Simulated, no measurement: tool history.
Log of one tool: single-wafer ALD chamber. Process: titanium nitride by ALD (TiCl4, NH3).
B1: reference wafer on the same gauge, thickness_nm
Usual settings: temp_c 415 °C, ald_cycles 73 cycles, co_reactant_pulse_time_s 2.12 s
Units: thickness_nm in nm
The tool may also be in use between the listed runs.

run 1 hour=0.0 | temp_c=415 ald_cycles=66 co_reactant_pulse_time_s=2.12 | B1=1.620 | thickness_nm=1.326
run 2 hour=62.8 | temp_c=415 ald_cycles=73 co_reactant_pulse_time_s=2.12 | B1=1.620 | thickness_nm=1.457
run 3 hour=106.6 | temp_c=415 ald_cycles=73 co_reactant_pulse_time_s=2.58 | B1=1.621 | thickness_nm=1.474
run 4 hour=131.4 | temp_c=415 ald_cycles=73 co_reactant_pulse_time_s=2.58 | B1=1.621 | thickness_nm=1.475
run 5 hour=158.0 | temp_c=415 ald_cycles=73 co_reactant_pulse_time_s=2.58 | B1=1.620 | thickness_nm=1.476
run 6 hour=213.8 | temp_c=415 ald_cycles=73 co_reactant_pulse_time_s=2.12 | B1=1.621 | thickness_nm=1.466
run 7 hour=265.7 | temp_c=415 ald_cycles=73 co_reactant_pulse_time_s=2.12 | B1=1.619 | thickness_nm=1.458
run 8 hour=331.1 | temp_c=415 ald_cycles=73 co_reactant_pulse_time_s=1.78 | B1=1.620 | thickness_nm=1.461
-- hour=340.7 thermocouple changed; heater temperature recalibrated
run 9 hour=374.3 | temp_c=415 ald_cycles=73 co_reactant_pulse_time_s=1.78 | B1=1.620 | thickness_nm=1.458
-- hour=391.5 gauge calibrated
run 10 hour=417.0 | temp_c=415 ald_cycles=73 co_reactant_pulse_time_s=1.78 | B1=1.619 | thickness_nm=1.456
run 11 hour=458.5 | temp_c=425 ald_cycles=73 co_reactant_pulse_time_s=2.12 | B1=1.620 | thickness_nm=1.473
run 12 hour=511.1 | temp_c=415 ald_cycles=73 co_reactant_pulse_time_s=1.68 | B1=1.620 | thickness_nm=1.451
run 13 hour=561.7 | temp_c=415 ald_cycles=73 co_reactant_pulse_time_s=1.68 | B1=1.621 | thickness_nm=1.453
run 14 hour=618.6 | temp_c=415 ald_cycles=73 co_reactant_pulse_time_s=1.83 | B1=1.620 | thickness_nm=1.461
run 15 hour=646.3 | temp_c=415 ald_cycles=73 co_reactant_pulse_time_s=1.83 | B1=1.620 | thickness_nm=1.461
run 16 hour=700.5 | temp_c=415 ald_cycles=73 co_reactant_pulse_time_s=1.83 | B1=1.619 | thickness_nm=1.457
run 17 hour=727.5 | temp_c=415 ald_cycles=58 co_reactant_pulse_time_s=2.75 | B1=1.619 | thickness_nm=1.172
run 18 hour=780.8 | temp_c=422 ald_cycles=59 co_reactant_pulse_time_s=1.32 | B1=1.620 | thickness_nm=1.165
-- hour=802.6 showerhead replaced
run 19 hour=913.9 | temp_c=429 ald_cycles=62 co_reactant_pulse_time_s=2.12 | B1=1.620 | thickness_nm=1.245
run 20 hour=959.0 | temp_c=407 ald_cycles=73 co_reactant_pulse_time_s=2.12 | B1=1.621 | thickness_nm=1.454
run 21 hour=1019.1 | temp_c=415 ald_cycles=73 co_reactant_pulse_time_s=2.62 | B1=1.620 | thickness_nm=1.471
run 22 hour=1060.4 | temp_c=415 ald_cycles=83 co_reactant_pulse_time_s=2.12 | B1=1.620 | thickness_nm=1.673
run 23 hour=1130.7 | temp_c=427 ald_cycles=73 co_reactant_pulse_time_s=2.12 | B1=1.620 | thickness_nm=1.469
run 24 hour=1173.1 | temp_c=415 ald_cycles=69 co_reactant_pulse_time_s=2.12 | B1=1.621 | thickness_nm=1.386
run 25 hour=1226.4 | temp_c=415 ald_cycles=73 co_reactant_pulse_time_s=2.12 | B1=1.621 | thickness_nm=1.461
run 26 hour=1261.0 | temp_c=415 ald_cycles=73 co_reactant_pulse_time_s=2.12 | B1=1.620 | thickness_nm=1.459
run 27 hour=1320.9 | temp_c=403 ald_cycles=73 co_reactant_pulse_time_s=2.12 | B1=1.620 | thickness_nm=1.456
-- hour=1338.1 thermocouple changed; heater temperature recalibrated
run 28 hour=1358.3 | temp_c=415 ald_cycles=84 co_reactant_pulse_time_s=2.36 | B1=1.620 | thickness_nm=1.691
run 29 hour=1392.4 | temp_c=415 ald_cycles=73 co_reactant_pulse_time_s=2.12 | B1=1.620 | thickness_nm=1.467
run 30 hour=1418.9 | temp_c=405 ald_cycles=86 co_reactant_pulse_time_s=2.12 | B1=1.620 | thickness_nm=1.713
run 31 hour=1486.0 | temp_c=415 ald_cycles=66 co_reactant_pulse_time_s=2.12 | B1=1.620 | thickness_nm=1.327
run 32 hour=1521.9 | temp_c=415 ald_cycles=73 co_reactant_pulse_time_s=2.12 | B1=1.620 | thickness_nm=1.469
-- hour=1574.1 gauge calibrated
run 33 hour=1583.7 | temp_c=415 ald_cycles=73 co_reactant_pulse_time_s=2.12 | B1=1.620 | thickness_nm=1.467
run 34 hour=1617.5 | temp_c=415 ald_cycles=80 co_reactant_pulse_time_s=2.12 | B1=1.621 | thickness_nm=1.600
run 35 hour=1679.2 | temp_c=415 ald_cycles=73 co_reactant_pulse_time_s=2.12 | B1=1.620 | thickness_nm=1.460
run 36 hour=1707.9 | temp_c=404 ald_cycles=87 co_reactant_pulse_time_s=2.64 | B1=1.620 | thickness_nm=1.759
run 37 hour=1771.5 | temp_c=415 ald_cycles=73 co_reactant_pulse_time_s=1.75 | B1=1.620 | thickness_nm=1.459
run 38 hour=1838.0 | temp_c=415 ald_cycles=73 co_reactant_pulse_time_s=2.12 | B1=1.621 | thickness_nm=1.462
run 39 hour=1909.0 | temp_c=403 ald_cycles=77 co_reactant_pulse_time_s=2.40 | B1=1.621 | thickness_nm=1.549

5 ways to go on from here, each from the tool as it stands after run 39. What would each give?
run A hour=1909.6 | temp_c=415 ald_cycles=73 co_reactant_pulse_time_s=2.12 | B1=? | thickness_nm=?
run B hour=1909.6 | temp_c=402 ald_cycles=77 co_reactant_pulse_time_s=2.41 | B1=? | thickness_nm=?
run C hour=1909.6 | temp_c=408 ald_cycles=81 co_reactant_pulse_time_s=1.76 | B1=? | thickness_nm=?
run D hour=1909.6 | temp_c=415 ald_cycles=77 co_reactant_pulse_time_s=2.93 | B1=? | thickness_nm=?
run E hour=1909.6 | temp_c=411 ald_cycles=73 co_reactant_pulse_time_s=2.82 | B1=? | thickness_nm=?

run=A B1=1.620 thickness_nm=1.462
run=B B1=1.620 thickness_nm=1.544
run=C B1=1.620 thickness_nm=1.608
run=D B1=1.620 thickness_nm=1.557
run=E B1=1.620 thickness_nm=1.474
Without the tool's hidden state the same runs would have given:
run=A thickness_nm=1.462
run=B thickness_nm=1.544
run=C thickness_nm=1.608
run=D thickness_nm=1.557
run=E thickness_nm=1.474
